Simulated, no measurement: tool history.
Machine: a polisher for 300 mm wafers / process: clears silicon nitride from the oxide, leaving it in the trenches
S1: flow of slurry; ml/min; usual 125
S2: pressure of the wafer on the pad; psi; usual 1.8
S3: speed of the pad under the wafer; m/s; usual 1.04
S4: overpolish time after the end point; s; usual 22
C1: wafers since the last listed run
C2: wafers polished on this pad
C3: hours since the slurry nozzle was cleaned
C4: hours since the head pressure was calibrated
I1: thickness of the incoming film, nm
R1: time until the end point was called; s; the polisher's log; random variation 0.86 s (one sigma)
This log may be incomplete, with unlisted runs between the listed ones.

| run | hour | S1 | S2 | S3 | S4 | C1 | C2 | C3 | C4 | I1 | R1 |
|---|---|---|---|---|---|---|---|---|---|---|---|
| 1 | 0.0 | 115 | 1.8 | 1.04 | 22 | 0 | 1216 | 224.7 | 847.0 | 69.2 | 95.7 |
| 2 | 117.4 | 125 | 1.8 | 1.04 | 22 | 505 | 1721 | 342.1 | 964.4 | 69.8 | 97.6 |
|  | 188.6 | worn pad replaced by a new one |
| 3 | 193.7 | 125 | 1.8 | 1.04 | 22 | 311 | 21 | 418.4 | 1040.7 | 69.0 | 96.7 |
| 4 | 291.8 | 125 | 1.8 | 1.04 | 22 | 422 | 444 | 516.5 | 1138.8 | 69.8 | 103.7 |
|  | 364.5 | slurry nozzle cleaned |
| 5 | 368.0 | 125 | 1.8 | 1.04 | 22 | 323 | 767 | 3.5 | 1215.0 | 68.9 | 92.8 |
|  | 400.6 | head pressure recalibrated |
| 6 | 451.9 | 125 | 1.8 | 1.04 | 22 | 352 | 1120 | 87.4 | 51.3 | 69.9 | 94.2 |
| 7 | 550.0 | 125 | 1.8 | 1.04 | 22 | 422 | 1542 | 185.5 | 149.4 | 69.5 | 94.3 |
| 8 | 647.6 | 125 | 1.8 | 1.04 | 22 | 419 | 1962 | 283.1 | 247.0 | 69.9 | 95.1 |
| 9 | 689.0 | 125 | 1.8 | 1.04 | 30 | 178 | 2140 | 324.5 | 288.4 | 69.0 | 96.6 |
| 10 | 766.8 | 125 | 1.8 | 1.04 | 30 | 334 | 2475 | 402.3 | 366.2 | 69.1 | 97.2 |
|  | 775.2 | worn pad replaced by a new one |
| 11 | 862.2 | 125 | 1.8 | 1.04 | 22 | 393 | 374 | 497.7 | 461.6 | 70.1 | 101.2 |
|  | 879.0 | slurry nozzle cleaned |
| 12 | 899.0 | 125 | 1.8 | 1.04 | 22 | 154 | 528 | 20.0 | 498.4 | 69.1 | 93.3 |
| 13 | 960.9 | 125 | 1.8 | 1.04 | 22 | 266 | 794 | 81.9 | 560.3 | 71.0 | 97.1 |
| 14 | 1023.2 | 110 | 1.8 | 1.04 | 27 | 268 | 1062 | 144.2 | 622.6 | 70.2 | 98.9 |
| 15 | 1125.3 | 125 | 1.8 | 1.04 | 22 | 439 | 1502 | 246.3 | 724.7 | 70.1 | 96.0 |
| 16 | 1232.1 | 125 | 1.8 | 1.04 | 22 | 459 | 1961 | 353.1 | 831.5 | 69.2 | 99.5 |
| 17 | 1297.6 | 125 | 1.8 | 1.04 | 22 | 281 | 2243 | 418.6 | 897.0 | 68.9 | 100.2 |
|  | 1329.2 | worn pad replaced by a new one |
|  | 1365.4 | head pressure recalibrated |
| 18 | 1398.4 | 145 | 1.8 | 0.82 | 22 | 407 | 289 | 519.4 | 33.0 | 69.8 | 126.0 |
| 19 | 1447.7 | 160 | 2.2 | 1.24 | 32 | 212 | 501 | 568.7 | 82.3 | 69.1 | 70.1 |
|  | 1480.4 | slurry nozzle cleaned |
| 20 | 1496.7 | 125 | 1.6 | 0.90 | 22 | 206 | 707 | 16.3 | 131.3 | 70.1 | 120.5 |
| 21 | 1540.8 | 125 | 1.8 | 0.92 | 22 | 189 | 897 | 60.4 | 175.4 | 70.5 | 108.1 |
| 22 | 1643.1 | 125 | 1.8 | 1.04 | 32 | 440 | 1337 | 162.7 | 277.7 | 71.0 | 96.1 |
| 23 | 1728.4 | 125 | 1.8 | 1.04 | 22 | 367 | 1704 | 248.0 | 363.0 | 70.3 | 97.3 |
| 24 | 1791.0 | 140 | 1.8 | 1.04 | 22 | 269 | 1974 | 310.6 | 425.6 | 69.3 | 95.3 |
|  | 1885.4 | worn pad replaced by a new one, of another model than before |
| 25 | 1885.9 | 125 | 1.5 | 1.04 | 17 | 391 | 2 | 405.5 | 520.5 | 70.6 | 109.0 |
| 26 | 1981.1 | 105 | 1.8 | 1.04 | 13 | 409 | 411 | 500.7 | 615.7 | 70.4 | 101.3 |
|  | 2019.8 | slurry nozzle cleaned |
| 27 | 2034.3 | 125 | 1.8 | 1.04 | 22 | 224 | 636 | 14.5 | 668.9 | 70.0 | 93.2 |
| 28 | 2088.8 | 140 | 1.4 | 1.24 | 26 | 234 | 870 | 69.0 | 723.4 | 69.6 | 99.1 |
| 29 | 2189.3 | 125 | 1.4 | 1.16 | 22 | 432 | 1303 | 169.5 | 823.9 | 69.6 | 105.7 |
| 30 | 2280.7 | 140 | 1.8 | 1.04 | 22 | 393 | 1696 | 260.9 | 915.3 | 70.0 | 95.2 |
| 31 | 2317.0 | 100 | 2.3 | 0.90 | 10 | 156 | 1852 | 297.2 | 951.6 | 70.7 | 90.5 |
|  | 2388.9 | worn pad replaced by a new one |
| 32 | 2416.9 | 125 | 1.8 | 1.04 | 22 | 412 | 120 | 397.1 | 1051.5 | 69.2 | 96.6 |
| 33 | 2463.0 | 160 | 1.8 | 1.04 | 15 | 198 | 318 | 443.2 | 1097.6 | 70.1 | 95.5 |
|  | 2550.0 | slurry nozzle cleaned |
| 34 | 2563.0 | 80 | 1.6 | 0.84 | 16 | 425 | 744 | 13.0 | 1197.6 | 70.5 | 120.6 |
| 35 | 2642.5 | 125 | 1.8 | 1.28 | 22 | 342 | 1087 | 92.5 | 1277.1 | 69.9 | 84.6 |

Predict each of these 3 candidate next runs independently; none follows another, all start after run 35:
| A | 2643.0 | 125 | 1.8 | 1.04 | 29 | 2 | 1089 | 93.0 | 1277.6 | 69.4 | ? |
| B | 2643.0 | 145 | 2.4 | 1.04 | 30 | 2 | 1089 | 93.0 | 1277.6 | 69.4 | ? |
| C | 2643.0 | 155 | 2.0 | 1.04 | 32 | 2 | 1089 | 93.0 | 1277.6 | 69.4 | ? |

| run | R1 |
|---|---|
| A | 93.9 |
| B | 75.3 |
| C | 85.4 |
With no hidden state in the tool, these same runs would have given:
| run | R1 |
|---|---|
| A | 93.7 |
| B | 75.2 |
| C | 85.3 |
